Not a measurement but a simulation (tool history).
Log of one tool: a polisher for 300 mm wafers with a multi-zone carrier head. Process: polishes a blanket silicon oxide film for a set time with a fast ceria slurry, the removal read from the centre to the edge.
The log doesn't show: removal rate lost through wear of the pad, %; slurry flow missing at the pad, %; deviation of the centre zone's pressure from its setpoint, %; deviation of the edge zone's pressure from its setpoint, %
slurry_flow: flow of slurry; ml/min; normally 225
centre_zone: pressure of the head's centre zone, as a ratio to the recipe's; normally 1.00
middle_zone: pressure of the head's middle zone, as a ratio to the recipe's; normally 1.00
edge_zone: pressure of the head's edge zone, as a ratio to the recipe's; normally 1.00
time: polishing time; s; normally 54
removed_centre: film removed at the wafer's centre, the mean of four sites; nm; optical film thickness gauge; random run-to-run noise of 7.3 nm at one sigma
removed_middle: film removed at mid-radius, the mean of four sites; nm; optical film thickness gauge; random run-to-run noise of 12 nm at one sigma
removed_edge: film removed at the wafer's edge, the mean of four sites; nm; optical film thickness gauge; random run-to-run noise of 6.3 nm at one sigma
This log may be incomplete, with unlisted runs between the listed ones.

run,hour,slurry_flow,centre_zone,middle_zone,edge_zone,time,wafers since the last listed run,wafers polished on this pad,hours since the slurry nozzle was cleaned,hours since the centre zone pressure was calibrated,hours since the edge zone pressure was calibrated,hours since the carrier head's membrane was replaced,"incoming thickness of the incoming film, nm",removed_centre,removed_middle,removed_edge
1,0.0,225,1.00,1.00,1.00,54,0,161,133.7,900.3,310.9,1098.4,3860.4,806.7,810.6,804.2
2,75.1,225,1.00,0.94,1.00,54,855,1017,208.8,975.4,386.0,1173.5,3893.2,790.3,763.2,810.0
# hour 97.7: slurry nozzle cleaned
3,100.2,225,1.00,1.00,1.00,54,274,1292,2.5,1000.5,411.1,1198.6,3921.7,825.0,837.4,826.3
4,113.0,225,1.00,1.00,1.00,54,145,1438,15.3,1013.3,423.9,1211.4,3915.4,835.7,827.7,831.9
# hour 119.1: worn pad replaced by a new one
# hour 142.4: edge zone pressure recalibrated
5,142.9,225,1.00,1.00,1.00,54,272,248,45.2,1043.2,0.5,1241.3,3830.7,827.9,810.1,820.0
6,159.1,225,1.00,1.00,1.00,54,184,433,61.4,1059.4,16.7,1257.5,3811.2,811.2,817.5,815.5
7,190.3,225,1.00,1.00,1.00,54,355,788,92.6,1090.6,47.9,1288.7,3842.5,799.9,800.1,805.2
8,212.7,225,1.00,1.00,1.00,54,255,1044,115.0,1113.0,70.3,1311.1,3815.1,806.8,814.9,801.1
# hour 227.8: carrier head's membrane replaced by a new one
# hour 242.3: worn pad replaced by a new one
# hour 242.3: centre zone pressure recalibrated
9,242.8,225,1.00,1.00,1.00,54,263,5,145.1,0.5,100.4,15.0,3881.7,805.5,787.9,801.5
10,251.4,225,1.00,1.00,1.00,47,97,103,153.7,9.1,109.0,23.6,3872.5,692.1,697.3,695.1
11,283.7,225,1.06,0.89,0.91,54,368,471,186.0,41.4,141.3,55.9,3762.0,838.6,745.1,774.5
12,314.3,225,1.07,1.08,0.88,72,348,820,216.6,72.0,171.9,86.5,3802.8,1122.3,1160.7,1006.2
# hour 332.5: slurry nozzle cleaned
13,346.3,250,0.93,1.04,1.00,44,353,1173,13.8,104.0,203.9,118.5,3829.3,648.9,700.0,676.2
# hour 382.0: worn pad replaced by a new one
14,446.7,225,1.00,1.00,1.00,54,1098,737,114.2,204.4,304.3,218.9,3840.6,804.3,807.7,820.1
15,471.2,225,0.93,0.88,0.91,42,279,1016,138.7,228.9,328.8,243.4,3913.1,575.4,574.0,606.0
# hour 485.7: edge zone pressure recalibrated
# hour 492.3: worn pad replaced by a new one
16,492.8,160,1.05,1.00,1.09,54,177,5,160.3,250.5,7.1,265.0,3757.2,805.2,761.3,822.4
17,525.2,225,1.00,1.00,1.00,54,369,374,192.7,282.9,39.5,297.4,3840.8,786.7,794.2,786.3
18,575.2,225,1.00,1.00,0.93,54,569,944,242.7,332.9,89.5,347.4,3865.8,792.7,782.0,781.3
# hour 578.4: slurry nozzle cleaned
19,608.6,225,1.12,0.92,1.05,54,369,1313,30.2,366.3,122.9,380.8,3804.8,924.7,772.6,836.4
# hour 620.0: worn pad replaced by a new one
20,621.0,225,1.00,1.00,1.10,54,95,10,42.6,378.7,135.3,393.2,3804.2,820.7,803.1,854.5

Per-run results on a tool with no hidden state, each run keeping its own random variation:
run,removed_centre,removed_middle,removed_edge
1,842.0,842.2,827.3
2,831.0,798.2,837.3
3,827.2,839.4,827.8
4,843.2,834.4,837.0
5,846.0,825.9,831.9
6,833.6,837.6,830.4
7,829.1,826.2,824.6
8,840.2,845.0,823.0
9,843.0,820.5,825.9
10,725.1,726.9,716.7
11,881.3,778.9,800.3
12,1182.0,1215.6,1041.2
13,654.7,705.6,680.2
14,839.0,838.7,843.4
15,602.7,598.2,624.9
16,855.3,803.1,854.8
17,828.8,832.0,813.8
18,837.5,821.3,810.1
19,940.0,784.0,845.6
20,838.5,818.7,866.8

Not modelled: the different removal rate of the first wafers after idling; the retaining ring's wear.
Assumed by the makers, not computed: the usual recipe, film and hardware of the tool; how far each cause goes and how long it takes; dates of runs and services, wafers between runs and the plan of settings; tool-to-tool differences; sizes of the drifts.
